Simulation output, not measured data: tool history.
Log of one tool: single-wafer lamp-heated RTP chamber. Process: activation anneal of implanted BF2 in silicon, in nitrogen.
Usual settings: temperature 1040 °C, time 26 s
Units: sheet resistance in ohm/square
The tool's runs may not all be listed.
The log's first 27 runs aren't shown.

run,hour,temperature,time,"read-back reference wafer on the same gauge, sheet resistance",sheet resistance
28,1414.6,1013,35,509.78,629.85
29,1440.7,1014,14,510.06,641.33
30,1504.2,1055,36,509.83,611.49
31,1549.5,1070,12,510.25,630.78
# hour 1708.2: pyrometer window cleaned and pyrometer calibrated
32,1732.1,1040,26,509.94,625.63
33,1772.4,1011,26,510.00,636.06
# hour 1793.4: reflector plate cleaned
34,1819.5,1057,19,509.85,626.25
35,1882.5,1040,26,509.82,627.63
36,1924.9,1040,26,509.90,626.66
37,1965.8,1022,14,510.10,641.45

Forecast each of these 3 alternatives for the next run:
A,1966.2,1040,11,?,?
B,1966.2,1040,34,?,?
C,1966.2,1067,16,?,?

run,"read-back reference wafer on the same gauge, sheet resistance",sheet resistance
A,509.79,640.02
B,509.79,618.92
C,509.79,625.36
Without the tool's hidden state the same runs would have given:
run,sheet resistance
A,640.69
B,620.41
C,626.83
